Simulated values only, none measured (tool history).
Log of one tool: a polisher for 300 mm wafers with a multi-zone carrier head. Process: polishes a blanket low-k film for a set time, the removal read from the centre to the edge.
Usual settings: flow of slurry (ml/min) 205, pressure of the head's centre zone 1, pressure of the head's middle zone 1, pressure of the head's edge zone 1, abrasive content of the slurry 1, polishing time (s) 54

run,day,flow of slurry (ml/min),pressure of the head's centre zone,pressure of the head's middle zone,pressure of the head's edge zone,abrasive content of the slurry,polishing time (s),"incoming thickness of the incoming film, nm",film removed at the wafer's centre (angstrom),film removed at mid-radius (angstrom),film removed at the wafer's edge (angstrom)
1,0,205,1,1,1,1,54,436.9,295,301,302
# day 0.029: worn pad replaced by a new one
# day 0.538: centre zone pressure recalibrated
2,1.817,205,1,1,1,1,54,434.1,294,306,298
3,3.612,205,1,1,1,1,54,433.8,289,305,299
# day 4.662: slurry nozzle cleaned
4,5.054,205,1,1,1,1,54,430.9,288,299,294
# day 5.342: worn pad replaced by a new one
5,6.592,205,1,1,1,1,54,438.2,294,301,296
6,8.788,205,1,1,1,1,54,436,285,302,298
7,10.692,205,1,1.07,1,1,40,430.9,214,241,220
# day 11.879: worn pad replaced by a new one
8,12.883,205,1,1,1,1,54,437.8,291,306,299
# day 14.642: slurry nozzle cleaned
9,14.804,260,1.1,1.07,1,1.2,54,441.7,356,349,319
# day 15.942: centre zone pressure recalibrated
10,17.104,205,1,1,1,1,36,439.3,194,199,200
# day 17.188: edge zone pressure recalibrated
# day 17.429: carrier head's membrane replaced by a new one
# day 18.146: worn pad replaced by a new one
11,18.862,205,1,1,1,1,54,440.3,293,301,305
12,20.662,140,1,1,1,1.15,54,436.4,297,308,308
13,22.758,245,1,1,1,1,54,436.9,296,298,305
# day 23.7: slurry nozzle cleaned
# day 24.012: worn pad replaced by a new one
14,25.05,205,1,1,1,1,54,434.2,290,303,298
15,26.267,205,1,1,0.89,1.2,54,442.9,311,320,304
16,29,205,1,1,1,1,54,439,290,296,302
# day 29.767: worn pad replaced by a new one
17,30.804,205,1,1.06,1,0.8,54,442.9,259,291,276

5 ways to go on from here, each from the tool as it stands after run 17. What would each give?
A,30.821,205,0.95,1,1,1,54,440.6,?,?,?
B,30.821,205,1.04,1.05,1,0.8,72,440.6,?,?,?
C,30.821,155,1,1,1,0.9,54,440.6,?,?,?
D,30.821,205,0.94,0.94,1,1.2,68,440.6,?,?,?
E,30.821,205,1,1.05,1,1,54,440.6,?,?,?

run,film removed at the wafer's centre (angstrom),film removed at mid-radius (angstrom),film removed at the wafer's edge (angstrom)
A,279,306,296
B,370,386,358
C,274,286,278
D,374,393,401
E,294,319,296
Without the tool's hidden state the same runs would have given:
run,film removed at the wafer's centre (angstrom),film removed at mid-radius (angstrom),film removed at the wafer's edge (angstrom)
A,279,306,296
B,370,386,358
C,274,286,278
D,374,393,401
E,294,319,296
